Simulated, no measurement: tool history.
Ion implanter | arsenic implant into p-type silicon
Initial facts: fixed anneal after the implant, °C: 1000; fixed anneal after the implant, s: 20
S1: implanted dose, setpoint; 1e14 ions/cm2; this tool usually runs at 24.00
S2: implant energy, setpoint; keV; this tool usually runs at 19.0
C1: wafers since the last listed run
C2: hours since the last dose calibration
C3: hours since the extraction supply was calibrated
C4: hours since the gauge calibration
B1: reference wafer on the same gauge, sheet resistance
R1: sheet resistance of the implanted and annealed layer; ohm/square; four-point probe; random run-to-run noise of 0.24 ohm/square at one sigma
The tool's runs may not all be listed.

run    hour     S1    S2    C1      C2      C3      C4      B1      R1
  1     0.0  24.00  19.0     0   926.5  2376.4  1413.0  136.00  121.68
  2   150.6  24.00  19.0  2501  1077.1  2527.0  1563.6  136.03  121.55
  3   199.9  24.00  19.0   818  1126.4  2576.3  1612.9  135.94  122.08
  4   224.0  24.00  19.0   400  1150.5  2600.4  1637.0  136.02  122.03
  5   386.1  24.00  19.0  2692  1312.6  2762.5  1799.1  136.05  121.83
  6   439.2  24.00  19.0   881  1365.7  2815.6  1852.2  135.98  121.93
  7   618.3  24.00  19.0  2974  1544.8  2994.7  2031.3  135.91  122.16
  8   670.5  24.00  19.0   866  1597.0  3046.9  2083.5  136.01  122.21
  9   732.9  24.00  19.0  1036  1659.4  3109.3  2145.9  135.97  121.75
 10   764.1  29.70  19.0   518  1690.6  3140.5  2177.1  136.00  119.15
 11   809.5  29.70  19.0   754  1736.0  3185.9  2222.5  136.03  118.89
 12   875.2  29.70  19.0  1091  1801.7  3251.6  2288.2  136.00  118.77
 13  1066.9  24.00  17.5  3183  1993.4  3443.3  2479.9  135.96  124.92
 14  1251.3  24.00  17.5  3062  2177.8  3627.7  2664.3  135.94  125.51
 15  1301.9  24.00  20.5   840  2228.4  3678.3  2714.9  136.06  118.53
     1310.0  -- Faraday cup replaced and dose calibrated
 16  1364.2  24.00  20.5   901    54.2  3740.6  2777.2  135.89  118.81
     1383.6  -- gauge calibrated
 17  1427.1  24.00  20.5  1044   117.1  3803.5    43.5  135.99  118.44
 18  1475.0  29.66  19.0   795   165.0  3851.4    91.4  135.95  118.64
 19  1520.1  29.66  19.0   749   210.1  3896.5   136.5  135.93  118.61
 20  1547.1  25.96  21.0   448   237.1  3923.5   163.5  136.04  116.82
     1576.6  -- extraction supply calibrated
 21  1584.1  28.74  19.0   481   274.1     7.5   200.5  135.90  117.72
 22  1637.9  17.94  16.5   893   327.9    61.3   254.3  135.98  132.31
 23  1694.8  19.17  14.0   945   384.8   118.2   311.2  135.94  136.94
 24  1775.7  29.66  19.0  1343   465.7   199.1   392.1  136.01  117.63
 25  1839.6  26.22  23.5  1061   529.6   263.0   456.0  136.03  110.39
 26  1879.2  24.00  16.5   657   569.2   302.6   495.6  135.94  126.53
 27  1912.6  20.14  13.0   554   602.6   336.0   529.0  136.06  138.44
 28  1955.1  18.81  19.0   705   645.1   378.5   571.5  136.06  125.22
 29  2005.0  24.00  19.0   828   695.0   428.4   621.4  136.01  120.96
 30  2061.3  29.70  19.0   935   751.3   484.7   677.7  135.93  117.94
 31  2128.8  20.44  12.5  1121   818.8   552.2   745.2  136.02  139.19
 32  2162.9  26.50  15.0   566   852.9   586.3   779.3  136.04  128.99
 33  2190.4  29.39  19.0   456   880.4   613.8   806.8  135.97  118.21
 34  2259.7  24.00  19.0  1150   949.7   683.1   876.1  136.07  121.23
 35  2311.0  26.04  16.0   852  1001.0   734.4   927.4  135.97  126.77
 36  2372.4  24.00  19.0  1019  1062.4   795.8   988.8  136.02  121.12
 37  2397.4  24.00  23.0   415  1087.4   820.8  1013.8  136.03  112.85
 38  2461.2  24.00  19.0  1059  1151.2   884.6  1077.6  136.07  121.20

Take each entry between the runs: how does the hidden state at the last listed run before it differ from the hidden state at the first listed run after it?
Between runs 15 and 16: Faraday cup replaced and dose calibrated (hour 1310.0)
  deviation of the true energy from its setpoint, %: -3.84 -> -3.85
  difference, measured minus the result without the unlogged condition, R1: +1.69 -> +1.69 ohm/square
Between runs 16 and 17: gauge calibrated (hour 1383.6)
  deviation of the true energy from its setpoint, %: -3.85 -> -3.86
  difference, measured minus the result without the unlogged condition, R1: +1.69 -> +1.69 ohm/square
Between runs 20 and 21: extraction supply calibrated (hour 1576.6)
  deviation of the true energy from its setpoint, %: -3.87 -> -0.185
  difference, measured minus the result without the unlogged condition, R1: +1.72 -> +0.08 ohm/square
